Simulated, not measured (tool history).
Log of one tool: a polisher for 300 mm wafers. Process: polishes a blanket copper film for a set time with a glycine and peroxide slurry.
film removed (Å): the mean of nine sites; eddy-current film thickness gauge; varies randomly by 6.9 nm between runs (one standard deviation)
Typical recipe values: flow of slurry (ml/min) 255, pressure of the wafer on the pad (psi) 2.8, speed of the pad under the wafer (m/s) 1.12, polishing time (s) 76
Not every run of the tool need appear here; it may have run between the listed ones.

| run | hour | flow of slurry (ml/min) | pressure of the wafer on the pad (psi) | speed of the pad under the wafer (m/s) | polishing time (s) | wafers since the last listed run | wafers polished on this pad | hours since the slurry nozzle was cleaned | hours since the head pressure was calibrated | incoming thickness of the incoming film, nm | film removed (Å) |
|---|---|---|---|---|---|---|---|---|---|---|---|
| 1 | 0.0 | 255 | 2.8 | 1.12 | 76 | 0 | 250 | 15.1 | 122.7 | 1328.0 | 4762 |
| 2 | 33.0 | 255 | 2.8 | 1.12 | 86 | 295 | 545 | 48.1 | 155.7 | 1327.1 | 5497 |
| 3 | 47.9 | 255 | 2.8 | 1.12 | 76 | 133 | 678 | 63.0 | 170.6 | 1328.1 | 4924 |
| 4 | 61.1 | 255 | 2.8 | 1.12 | 76 | 118 | 797 | 76.2 | 183.8 | 1308.4 | 4747 |
| 5 | 78.3 | 255 | 2.8 | 1.12 | 76 | 153 | 951 | 93.4 | 201.0 | 1304.7 | 4729 |
| 6 | 99.7 | 255 | 2.8 | 1.12 | 64 | 191 | 1142 | 114.8 | 222.4 | 1324.0 | 3973 |
| 7 | 113.1 | 255 | 2.8 | 1.00 | 76 | 119 | 1262 | 128.2 | 235.8 | 1335.3 | 4632 |
| 8 | 125.5 | 255 | 2.8 | 1.12 | 76 | 111 | 1373 | 140.6 | 248.2 | 1326.0 | 4961 |
| 9 | 155.7 | 255 | 2.8 | 1.12 | 76 | 270 | 1643 | 170.8 | 278.4 | 1333.6 | 4971 |
|  | 171.6 | worn pad replaced by a new one, of another model than before |
| 10 | 187.9 | 255 | 2.8 | 1.12 | 76 | 252 | 146 | 203.0 | 310.6 | 1299.3 | 4933 |
| 11 | 199.9 | 255 | 2.8 | 1.12 | 96 | 107 | 253 | 215.0 | 322.6 | 1307.0 | 6146 |
|  | 223.8 | slurry nozzle cleaned |
| 12 | 224.7 | 255 | 2.8 | 1.12 | 96 | 213 | 466 | 0.9 | 347.4 | 1318.7 | 6338 |
| 13 | 243.8 | 255 | 2.8 | 1.12 | 96 | 170 | 637 | 20.0 | 366.5 | 1302.7 | 6312 |
| 14 | 261.2 | 255 | 2.1 | 1.12 | 76 | 155 | 793 | 37.4 | 383.9 | 1317.4 | 3957 |
| 15 | 284.1 | 255 | 2.8 | 1.12 | 76 | 204 | 998 | 60.3 | 406.8 | 1293.0 | 5109 |
| 16 | 336.0 | 300 | 2.8 | 1.12 | 54 | 464 | 1462 | 112.2 | 458.7 | 1317.3 | 3726 |
| 17 | 371.8 | 255 | 2.8 | 1.12 | 96 | 320 | 1783 | 148.0 | 494.5 | 1314.1 | 6386 |
|  | 388.2 | worn pad replaced by a new one |
| 18 | 403.7 | 255 | 2.8 | 1.12 | 76 | 249 | 139 | 179.9 | 526.4 | 1318.9 | 5102 |
|  | 430.2 | slurry nozzle cleaned |
| 19 | 435.4 | 315 | 2.4 | 1.12 | 57 | 274 | 413 | 5.2 | 558.1 | 1332.7 | 3460 |
| 20 | 456.9 | 255 | 2.3 | 1.12 | 76 | 192 | 606 | 26.7 | 579.6 | 1291.1 | 4393 |
| 21 | 485.0 | 255 | 2.8 | 1.52 | 102 | 251 | 857 | 54.8 | 607.7 | 1316.8 | 9079 |
|  | 507.0 | head pressure recalibrated |
| 22 | 510.1 | 255 | 2.4 | 0.88 | 76 | 206 | 1064 | 79.9 | 3.1 | 1336.8 | 3505 |
| 23 | 591.7 | 255 | 2.8 | 1.12 | 76 | 730 | 1795 | 161.5 | 84.7 | 1306.0 | 4691 |

Run 24 comes next. What will it give?
|  | 603.9 | worn pad replaced by a new one |
| 24 | 633.9 | 195 | 1.9 | 1.12 | 76 | 341 | 268 | 203.7 | 126.9 | 1323.8 | ? |

film removed (Å): 3414
With no hidden state in the tool, this same run would have given film removed (Å) 3323.
